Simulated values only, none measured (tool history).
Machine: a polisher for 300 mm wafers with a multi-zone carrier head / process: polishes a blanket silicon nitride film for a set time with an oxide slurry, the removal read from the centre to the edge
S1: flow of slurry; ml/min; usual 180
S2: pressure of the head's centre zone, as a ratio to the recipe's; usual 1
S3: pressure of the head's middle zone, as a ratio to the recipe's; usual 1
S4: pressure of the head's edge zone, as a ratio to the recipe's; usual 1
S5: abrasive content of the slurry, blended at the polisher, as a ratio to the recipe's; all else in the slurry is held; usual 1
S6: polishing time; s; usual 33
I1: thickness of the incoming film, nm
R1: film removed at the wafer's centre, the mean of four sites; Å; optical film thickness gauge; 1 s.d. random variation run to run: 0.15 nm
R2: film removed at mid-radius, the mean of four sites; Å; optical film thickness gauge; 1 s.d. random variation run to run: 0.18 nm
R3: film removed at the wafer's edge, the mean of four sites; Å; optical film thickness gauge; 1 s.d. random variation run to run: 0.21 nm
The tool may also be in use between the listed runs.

{"run": 1, "hour": 0.0, "S1": 180, "S2": 1.03, "S3": 1, "S4": 1, "S5": 1, "S6": 33, "I1": 449.3, "R1": 225, "R2": 246, "R3": 240}
{"run": 2, "hour": 12.7, "S1": 165, "S2": 1, "S3": 1, "S4": 1, "S5": 1, "S6": 33, "I1": 446.8, "R1": 216, "R2": 243, "R3": 242}
{"run": 3, "hour": 24.1, "S1": 180, "S2": 1, "S3": 1, "S4": 1, "S5": 1, "S6": 33, "I1": 454.9, "R1": 219, "R2": 246, "R3": 240}
{"run": 4, "hour": 35.3, "S1": 180, "S2": 1, "S3": 1, "S4": 1, "S5": 1, "S6": 33, "I1": 451, "R1": 219, "R2": 248, "R3": 243}
{"run": 5, "hour": 45.3, "S1": 180, "S2": 1, "S3": 1, "S4": 1, "S5": 1, "S6": 33, "I1": 451.5, "R1": 218, "R2": 248, "R3": 242}
{"run": 6, "hour": 61.7, "S1": 180, "S2": 1, "S3": 1, "S4": 1, "S5": 1, "S6": 33, "I1": 448.6, "R1": 216, "R2": 246, "R3": 242}
{"hour": 75.4, "done": "worn pad replaced by a new one"}
{"run": 7, "hour": 75.9, "S1": 180, "S2": 1, "S3": 1, "S4": 1, "S5": 1, "S6": 33, "I1": 449, "R1": 217, "R2": 243, "R3": 244}
{"run": 8, "hour": 82.4, "S1": 180, "S2": 1, "S3": 1, "S4": 1, "S5": 1, "S6": 33, "I1": 447, "R1": 217, "R2": 245, "R3": 242}
{"run": 9, "hour": 94.3, "S1": 180, "S2": 1, "S3": 1, "S4": 1, "S5": 1, "S6": 33, "I1": 455.2, "R1": 214, "R2": 247, "R3": 243}
{"run": 10, "hour": 107.1, "S1": 180, "S2": 1, "S3": 1, "S4": 1, "S5": 1, "S6": 33, "I1": 457.1, "R1": 213, "R2": 243, "R3": 245}
{"run": 11, "hour": 117.4, "S1": 180, "S2": 1, "S3": 1, "S4": 1, "S5": 0.8, "S6": 43, "I1": 448.3, "R1": 254, "R2": 288, "R3": 288}
{"run": 12, "hour": 133.3, "S1": 180, "S2": 1, "S3": 1, "S4": 1, "S5": 1, "S6": 33, "I1": 446.2, "R1": 214, "R2": 245, "R3": 244}
{"hour": 142.5, "done": "slurry nozzle cleaned"}
{"run": 13, "hour": 147.6, "S1": 180, "S2": 0.96, "S3": 1.11, "S4": 1, "S5": 1.1, "S6": 33, "I1": 454.4, "R1": 216, "R2": 282, "R3": 249}
{"hour": 159.3, "done": "centre zone pressure recalibrated"}
{"run": 14, "hour": 163.7, "S1": 180, "S2": 1.11, "S3": 1, "S4": 0.94, "S5": 1, "S6": 33, "I1": 449.5, "R1": 271, "R2": 245, "R3": 236}
{"hour": 173.5, "done": "edge zone pressure recalibrated"}
{"run": 15, "hour": 176.6, "S1": 180, "S2": 1, "S3": 1, "S4": 1, "S5": 1, "S6": 33, "I1": 449.2, "R1": 240, "R2": 248, "R3": 241}
{"run": 16, "hour": 183.4, "S1": 125, "S2": 1, "S3": 1, "S4": 1, "S5": 1, "S6": 33, "I1": 447.8, "R1": 221, "R2": 227, "R3": 227}

Estimate the outcome of run 17 from the log above:
{"hour": 196.9, "done": "worn pad replaced by a new one"}
{"run": 17, "hour": 197.4, "S1": 180, "S2": 1, "S3": 1, "S4": 1, "S5": 1, "S6": 33, "I1": 443.9, "R1": "?", "R2": "?", "R3": "?"}

{"run 17": {"R1": 241, "R2": 247, "R3": 246}}
Had the tool carried no hidden state, the very same run would have given R1 243 Å, R2 247 Å, R3 246 Å.
